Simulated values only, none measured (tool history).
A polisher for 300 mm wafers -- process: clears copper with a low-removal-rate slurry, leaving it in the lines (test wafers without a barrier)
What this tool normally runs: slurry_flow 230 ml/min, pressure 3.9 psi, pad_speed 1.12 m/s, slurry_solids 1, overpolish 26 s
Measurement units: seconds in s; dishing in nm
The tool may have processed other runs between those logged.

| run | hour | slurry_flow | pressure | pad_speed | slurry_solids | overpolish | wafers since the last listed run | wafers polished on this pad | hours since the slurry nozzle was cleaned | hours since the head pressure was calibrated | hours since the slurry blender was calibrated | incoming thickness of the incoming film, nm | seconds | dishing |
|---|---|---|---|---|---|---|---|---|---|---|---|---|---|---|
| 1 | 0 | 230 | 3.9 | 1.38 | 1 | 26 | 0 | 1029 | 232.5 | 1014.5 | 23.7 | 582.8 | 153.5 | 65.2 |
|  | 0.9 | worn pad replaced by a new one |
| 2 | 22.5 | 230 | 3.9 | 1.12 | 1 | 18 | 169 | 169 | 255 | 1037 | 46.2 | 584.1 | 177.3 | 41.6 |
| 3 | 44.8 | 230 | 3.9 | 1.12 | 1 | 18 | 174 | 344 | 277.3 | 1059.3 | 68.5 | 593.9 | 182.9 | 40.2 |
| 4 | 74.4 | 230 | 3.9 | 1.12 | 1 | 26 | 232 | 576 | 306.9 | 1088.9 | 98.1 | 594.3 | 191.6 | 56.8 |
|  | 88.1 | slurry nozzle cleaned |
| 5 | 88.8 | 275 | 3.9 | 1.12 | 1 | 26 | 105 | 681 | 0.7 | 1103.3 | 112.5 | 596.6 | 190.6 | 54.8 |
| 6 | 105.6 | 275 | 3.9 | 1.12 | 1 | 26 | 131 | 813 | 17.5 | 1120.1 | 129.3 | 586.2 | 174.2 | 54.6 |
|  | 111.5 | head pressure recalibrated |
| 7 | 125.9 | 230 | 3.9 | 1.12 | 1 | 26 | 143 | 956 | 37.8 | 14.4 | 149.6 | 578.3 | 184.3 | 53.4 |
|  | 131.2 | worn pad replaced by a new one |
| 8 | 144.1 | 230 | 3.9 | 1.12 | 1 | 26 | 111 | 100 | 56 | 32.6 | 167.8 | 595.8 | 184.6 | 58.7 |
| 9 | 158.3 | 155 | 3.9 | 0.76 | 1 | 26 | 111 | 212 | 70.2 | 46.8 | 182 | 580.4 | 278 | 38.7 |
|  | 172.9 | slurry blender recalibrated |
| 10 | 185.6 | 275 | 3.9 | 1.12 | 1 | 26 | 198 | 410 | 97.5 | 74.1 | 12.7 | 582.3 | 178.7 | 58.2 |
| 11 | 209.5 | 230 | 3.9 | 1.12 | 0.9 | 35 | 187 | 598 | 121.4 | 98 | 36.6 | 598.4 | 191.5 | 66.7 |
| 12 | 229.4 | 230 | 3.2 | 1.12 | 1 | 26 | 156 | 754 | 141.3 | 117.9 | 56.5 | 586.2 | 215.8 | 46.6 |
| 13 | 250.9 | 230 | 4.6 | 1.3 | 0.75 | 14 | 168 | 922 | 162.8 | 139.4 | 78 | 599.6 | 145.5 | 41.8 |
|  | 260.8 | worn pad replaced by a new one |
| 14 | 282.5 | 230 | 3.9 | 1.34 | 1.1 | 32 | 216 | 169 | 194.4 | 171 | 109.6 | 600.4 | 141.7 | 77.4 |

Below are 4 alternative next runs, each starting from the tool's condition after run 14. Predict each:
| A | 283 | 230 | 3.9 | 1.12 | 0.75 | 26 | 3 | 173 | 194.9 | 171.5 | 110.1 | 589.8 | ? | ? |
| B | 283 | 230 | 3.9 | 0.94 | 1.2 | 18 | 3 | 173 | 194.9 | 171.5 | 110.1 | 589.8 | ? | ? |
| C | 283 | 230 | 3.9 | 0.76 | 1 | 35 | 3 | 173 | 194.9 | 171.5 | 110.1 | 589.8 | ? | ? |
| D | 283 | 190 | 4.3 | 1.12 | 1.15 | 16 | 3 | 173 | 194.9 | 171.5 | 110.1 | 589.8 | ? | ? |

| run | seconds | dishing |
|---|---|---|
| A | 183.5 | 56.7 |
| B | 201.8 | 38.6 |
| C | 257.8 | 54.8 |
| D | 160 | 42.7 |
Without the tool's unlogged condition, the same runs would have read:
| run | seconds | dishing |
|---|---|---|
| A | 177.1 | 58.3 |
| B | 194.8 | 39.8 |
| C | 248.9 | 56.4 |
| D | 154.5 | 44 |

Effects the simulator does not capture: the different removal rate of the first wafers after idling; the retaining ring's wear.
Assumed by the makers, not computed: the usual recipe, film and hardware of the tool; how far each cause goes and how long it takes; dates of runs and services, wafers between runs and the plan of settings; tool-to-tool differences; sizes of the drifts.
